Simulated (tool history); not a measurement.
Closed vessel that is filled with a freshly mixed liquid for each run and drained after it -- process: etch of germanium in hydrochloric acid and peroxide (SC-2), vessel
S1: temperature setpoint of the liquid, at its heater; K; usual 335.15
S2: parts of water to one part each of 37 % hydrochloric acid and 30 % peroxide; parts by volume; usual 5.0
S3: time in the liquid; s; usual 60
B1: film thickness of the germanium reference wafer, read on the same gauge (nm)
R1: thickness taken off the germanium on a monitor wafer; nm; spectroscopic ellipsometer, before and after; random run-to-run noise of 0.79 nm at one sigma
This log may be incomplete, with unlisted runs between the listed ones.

run,hour,S1,S2,S3,B1,R1
1,0.0,335.15,5.0,60,130.00,153.42
2,86.4,335.15,5.0,85,129.99,217.48
3,159.3,340.15,5.0,60,130.02,177.81
4,262.4,340.15,5.0,60,130.01,176.28
5,343.6,335.15,5.0,45,130.00,114.10
6,417.2,335.15,5.0,45,130.00,113.55
7,521.2,329.15,4.0,60,129.98,127.56
8,654.8,329.15,4.0,60,130.00,125.42
9,691.6,337.65,5.0,80,129.99,220.10
# hour 790.4: new drum of peroxide connected
10,792.5,335.15,5.0,60,129.98,151.18
11,872.5,335.15,5.0,60,129.99,151.29
12,933.8,335.15,5.0,60,130.00,151.22
13,1034.1,340.65,5.0,60,129.99,178.78
14,1085.1,340.65,5.0,60,129.99,178.30
15,1141.5,335.15,5.0,60,130.00,150.90
16,1201.5,331.65,5.0,95,130.01,215.64
# hour 1209.9: gauge calibrated
# hour 1219.2: chemicals flow meter replaced
17,1301.1,342.65,6.5,60,129.99,186.24
18,1382.1,335.15,5.0,60,130.01,151.31
19,1450.9,335.15,5.0,60,129.97,150.02
20,1537.7,340.15,4.0,50,129.99,145.57
21,1644.5,343.65,5.0,30,130.01,95.93
# hour 1688.6: thermometer replaced
22,1720.2,335.15,5.0,60,130.01,154.51
23,1991.2,335.15,7.0,40,130.01,100.50
24,2091.4,335.15,5.0,30,130.01,77.33
25,2143.1,331.65,5.0,90,129.98,207.08
26,2224.1,344.15,6.5,80,129.98,259.88
27,2267.7,344.65,4.0,30,130.02,101.03
28,2304.5,339.65,5.0,60,130.02,173.04
# hour 2372.0: new drum of peroxide connected
29,2377.1,335.15,5.0,60,130.01,152.62
30,2433.7,339.65,7.5,70,130.00,196.61
# hour 2529.4: chemicals flow meter replaced
31,2536.4,340.15,5.0,85,129.99,247.36

Predict each of these 3 candidate next runs independently; none follows another, all start after run 31:
A,2537.1,335.15,7.0,60,?,?
B,2537.1,331.15,5.0,60,?,?
C,2537.1,339.15,5.0,30,?,?

run,B1,R1
A,130.00,151.32
B,130.00,136.32
C,130.00,86.55
Take away the tool's hidden state, keep each run's random variation, and the runs would have read:
run,R1
A,153.34
B,138.21
C,87.69
